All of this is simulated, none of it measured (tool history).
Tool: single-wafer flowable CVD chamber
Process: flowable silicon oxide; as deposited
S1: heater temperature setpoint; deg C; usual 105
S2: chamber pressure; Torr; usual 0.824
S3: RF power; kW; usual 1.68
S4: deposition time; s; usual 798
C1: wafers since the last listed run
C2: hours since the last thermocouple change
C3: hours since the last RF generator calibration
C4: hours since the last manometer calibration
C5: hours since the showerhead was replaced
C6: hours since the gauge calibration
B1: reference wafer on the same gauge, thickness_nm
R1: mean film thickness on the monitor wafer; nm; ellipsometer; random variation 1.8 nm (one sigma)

run,hour,S1,S2,S3,S4,C1,C2,C3,C4,C5,C6,B1,R1
1,0,105,0.677,1.68,798,0,1344.6,1404.6,1677.3,2983.7,199.7,419.565,284.865
2,62.1,105,0.824,1.68,696,217,1406.7,1466.7,1739.4,3045.8,261.8,420.206,301.326
3,112.3,105,0.824,1.68,696,175,1456.9,1516.9,1789.6,3096,312,418.994,302.76
4,136.5,105,0.824,1.68,696,84,1481.1,1541.1,1813.8,3120.2,336.2,419.049,299.971
5,176.7,105,0.701,1.68,798,140,1521.3,1581.3,1854,3160.4,376.4,419.988,292.4
6,206.8,105,0.701,1.68,798,105,1551.4,1611.4,1884.1,3190.5,406.5,420.807,289.686
7,255.7,105,0.824,1.47,798,170,1600.3,1660.3,1933,3239.4,455.4,420.324,322.098
8,286.3,105,0.824,1.47,798,106,1630.9,1690.9,1963.6,3270,486,420.114,321.506
9,332.5,105,0.824,1.47,798,161,1677.1,1737.1,2009.8,3316.2,532.2,419.381,319.098
10,363.7,105,0.824,1.68,798,109,1708.3,1768.3,2041,3347.4,563.4,420.431,342.31
11,403.5,110,0.824,1.68,798,139,1748.1,1808.1,2080.8,3387.2,603.2,421.068,296.745
12,457.5,105,0.824,1.68,798,188,1802.1,1862.1,2134.8,3441.2,657.2,419.845,339.373
13,516.3,105,0.977,1.68,846,205,1860.9,1920.9,2193.6,3500,716,419.961,428.484
14,587.6,105,0.824,1.47,798,249,1932.2,1992.2,2264.9,3571.3,787.3,419.499,316.284
15,618.1,105,0.824,1.68,798,106,1962.7,2022.7,2295.4,3601.8,817.8,419.391,338.646
# hour 662: capacitance manometer re-zeroed and calibrated
16,671.4,94,0.824,1.68,917,158,2016,2076,9.4,3655.1,871.1,420.722,573.176
# hour 689.4: RF generator calibrated
# hour 726.7: gauge calibrated
17,735.5,116,0.925,1.435,931,196,2080.1,46.1,73.5,3719.2,8.8,419.951,309.498
18,790.9,105,0.824,1.68,798,193,2135.5,101.5,128.9,3774.6,64.2,419.845,351.397
19,836.3,105,0.824,1.68,798,158,2180.9,146.9,174.3,3820,109.6,420.665,351.638
20,895.9,105,0.824,1.68,723,208,2240.5,206.5,233.9,3879.6,169.2,420.315,317.49
21,959.1,105,0.824,1.935,909,220,2303.7,269.7,297.1,3942.8,232.4,420.93,408.016
22,989.6,105,0.824,1.68,877,106,2334.2,300.2,327.6,3973.3,262.9,420.019,379.565
23,1016.5,94,0.731,1.68,743,94,2361.1,327.1,354.5,4000.2,289.8,419.978,396.532
# hour 1054.1: thermocouple changed; heater temperature recalibrated
# hour 1066.9: showerhead replaced
24,1069.7,105,0.824,1.68,798,130,15.6,380.3,407.7,2.8,343,420.105,357.931
25,1113.2,105,0.824,1.955,705,152,59.1,423.8,451.2,46.3,386.5,420.457,334.22
26,1249.8,105,0.824,1.68,798,477,195.7,560.4,587.8,182.9,523.1,420.153,357.453
27,1304.1,105,0.824,2.005,798,189,250,614.7,642.1,237.2,577.4,419.618,377.581
28,1330.8,105,0.824,1.68,798,93,276.7,641.4,668.8,263.9,604.1,420.371,353.557
29,1389.1,94,0.964,1.68,798,203,335,699.7,727.1,322.2,662.4,420.33,583.154

3 ways to go on from here, each from the tool as it stands after run 29. What would each give?
A,1389.7,105,0.824,1.68,906,2,335.6,700.3,727.7,322.8,663,?,?
B,1389.7,105,1.018,1.535,798,2,335.6,700.3,727.7,322.8,663,?,?
C,1389.7,94,0.76,1.535,937,2,335.6,700.3,727.7,322.8,663,?,?

run,B1,R1
A,420.159,400.143
B,420.159,418.589
C,420.159,512.991
Without the tool's hidden state the same runs would have given:
run,R1
A,420.883
B,439.224
C,540.183
